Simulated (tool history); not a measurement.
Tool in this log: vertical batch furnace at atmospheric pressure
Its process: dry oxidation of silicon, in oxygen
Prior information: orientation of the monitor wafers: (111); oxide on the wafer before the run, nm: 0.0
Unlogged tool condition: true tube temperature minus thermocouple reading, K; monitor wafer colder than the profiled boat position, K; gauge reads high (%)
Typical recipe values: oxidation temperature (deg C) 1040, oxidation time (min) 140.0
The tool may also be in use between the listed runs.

run	hour	oxidation temperature (deg C)	oxidation time (min)	wafers since the last listed run	hours since the last temperature calibration	hours since the boat lift was adjusted	hours since the gauge calibration	read-back reference wafer on the same gauge, thickness	oxide thickness on the monitor wafer (nm)
1	0.0	1040	140.0	0	696.1	2868.9	368.3	139.97	147.98
2	48.7	1040	140.0	753	744.8	2917.6	417.0	139.96	147.67
3	110.6	1040	140.0	958	806.7	2979.5	478.9	140.10	147.82
4	164.2	1032	140.0	829	860.3	3033.1	532.5	140.04	141.26
5	239.2	1040	140.0	1160	935.3	3108.1	607.5	140.04	148.06
6	339.1	1040	140.0	1546	1035.2	3208.0	707.4	139.99	147.85
# hour 344.5: gauge calibrated
7	440.3	1040	140.0	1566	1136.4	3309.2	95.8	139.99	147.49
8	500.2	1030	71.0	927	1196.3	3369.1	155.7	140.04	90.89
# hour 538.0: boat lift adjusted
9	563.1	1040	140.0	602	1259.2	25.1	218.6	139.87	150.68
# hour 630.8: thermocouples replaced and temperature profile calibrated
10	631.3	1031	179.5	684	0.5	93.3	286.8	140.00	162.73
11	721.1	1062	183.0	1390	90.3	183.1	376.6	140.02	195.65
12	892.2	1047	199.0	2648	261.4	354.2	547.7	140.04	190.86
13	943.1	1055	209.0	787	312.3	405.1	598.6	140.02	205.29
14	1026.6	1027	76.0	1292	395.8	488.6	682.1	140.00	94.52

Each row is a separate what-if for the run after 14, all from the same tool condition, not one after another. Results?
A	1032.3	1040	140.0	88	401.5	494.3	687.8	?	?
B	1032.3	1048	93.0	88	401.5	494.3	687.8	?	?
C	1032.3	1061	140.0	88	401.5	494.3	687.8	?	?

run	read-back reference wafer on the same gauge, thickness	oxide thickness on the monitor wafer (nm)
A	140.12	149.13
B	140.12	121.34
C	140.12	167.72
Without the tool's unlogged condition, the same runs would have read:
run	oxide thickness on the monitor wafer (nm)
A	147.31
B	119.83
C	165.64

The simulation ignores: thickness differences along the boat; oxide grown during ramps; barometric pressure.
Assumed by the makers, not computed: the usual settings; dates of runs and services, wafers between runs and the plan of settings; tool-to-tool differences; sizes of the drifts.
